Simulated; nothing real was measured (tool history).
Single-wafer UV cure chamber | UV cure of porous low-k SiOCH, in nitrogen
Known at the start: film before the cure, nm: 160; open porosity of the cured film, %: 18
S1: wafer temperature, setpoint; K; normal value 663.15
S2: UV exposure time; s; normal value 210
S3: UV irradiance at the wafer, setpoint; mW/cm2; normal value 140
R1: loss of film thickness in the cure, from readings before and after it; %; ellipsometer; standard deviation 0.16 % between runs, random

run 1 hour=0 | S1=663.15 S2=210 S3=140 | R1=12.249
run 2 hour=17.2 | S1=663.15 S2=210 S3=140 | R1=11.972
run 3 hour=36.8 | S1=663.15 S2=210 S3=140 | R1=11.781
run 4 hour=71.8 | S1=663.15 S2=210 S3=140 | R1=11.772
run 5 hour=102.9 | S1=663.15 S2=210 S3=140 | R1=12.179
run 6 hour=115.6 | S1=663.15 S2=210 S3=140 | R1=11.937
run 7 hour=148.2 | S1=663.15 S2=145 S3=140 | R1=10.432
run 8 hour=167.9 | S1=663.15 S2=210 S3=140 | R1=11.808
run 9 hour=189.9 | S1=663.15 S2=210 S3=140 | R1=11.519
run 10 hour=211.8 | S1=663.15 S2=210 S3=140 | R1=11.848
run 11 hour=229 | S1=663.15 S2=210 S3=140 | R1=11.747
run 12 hour=256.8 | S1=663.15 S2=210 S3=140 | R1=12.068
run 13 hour=276.4 | S1=663.15 S2=210 S3=140 | R1=11.778
run 14 hour=308.6 | S1=663.15 S2=210 S3=128 | R1=11.06
run 15 hour=342.1 | S1=663.15 S2=210 S3=128 | R1=11.511
run 16 hour=363.2 | S1=663.15 S2=210 S3=128 | R1=11.319
run 17 hour=392.4 | S1=663.15 S2=210 S3=140 | R1=11.735
run 18 hour=409.5 | S1=663.15 S2=210 S3=140 | R1=11.735
run 19 hour=427.2 | S1=663.15 S2=210 S3=127 | R1=11.087
run 20 hour=453.5 | S1=663.15 S2=210 S3=127 | R1=11.344
run 21 hour=465.9 | S1=680.15 S2=95 S3=140 | R1=8.346
run 22 hour=491.8 | S1=651.15 S2=320 S3=125 | R1=12.622
run 23 hour=521.2 | S1=645.15 S2=210 S3=121 | R1=10.708
run 24 hour=540.5 | S1=663.15 S2=210 S3=140 | R1=11.575
run 25 hour=555.2 | S1=663.15 S2=210 S3=140 | R1=11.191
run 26 hour=592.2 | S1=650.15 S2=210 S3=140 | R1=11.878
run 27 hour=600.2 | S1=663.15 S2=210 S3=140 | R1=12.546
run 28 hour=635.5 | S1=675.15 S2=210 S3=171 | R1=13.372
run 29 hour=656.1 | S1=657.15 S2=315 S3=140 | R1=13.991
run 30 hour=689.2 | S1=670.15 S2=325 S3=119 | R1=13.488
run 31 hour=711.9 | S1=656.15 S2=210 S3=160 | R1=12.749
run 32 hour=744.4 | S1=652.15 S2=145 S3=114 | R1=9.515
run 33 hour=757.6 | S1=680.15 S2=165 S3=140 | R1=11.47
run 34 hour=772.9 | S1=663.15 S2=210 S3=140 | R1=11.946
run 35 hour=800.3 | S1=663.15 S2=210 S3=140 | R1=12.196
run 36 hour=816.6 | S1=681.15 S2=155 S3=165 | R1=11.8
run 37 hour=846.3 | S1=682.15 S2=295 S3=125 | R1=13.55
run 38 hour=873.9 | S1=676.15 S2=125 S3=177 | R1=11.225
run 39 hour=896.9 | S1=663.15 S2=210 S3=125 | R1=11.623
run 40 hour=917 | S1=663.15 S2=330 S3=140 | R1=14.07
run 41 hour=939.3 | S1=649.15 S2=120 S3=108 | R1=8.379

Removed from this log: 2 entries logged between the listed runs. Between which two listed runs does each belong, and how does the tool's hidden state at the listed run before it compare with that at the listed run after it?
After run 25, before run 26: quartz window cleaned (hour 591.7)
  transmission lost against a clean window, %: 19.7 -> 4.18
  measured less the result without the state, R1: -0.939 -> -0.186 %
After run 31, before run 32: UV bulbs replaced (hour 743.9)
  transmission lost against a clean window, %: 6.18 -> 6.72
  measured less the result without the state, R1: -0.288 -> -0.288 %
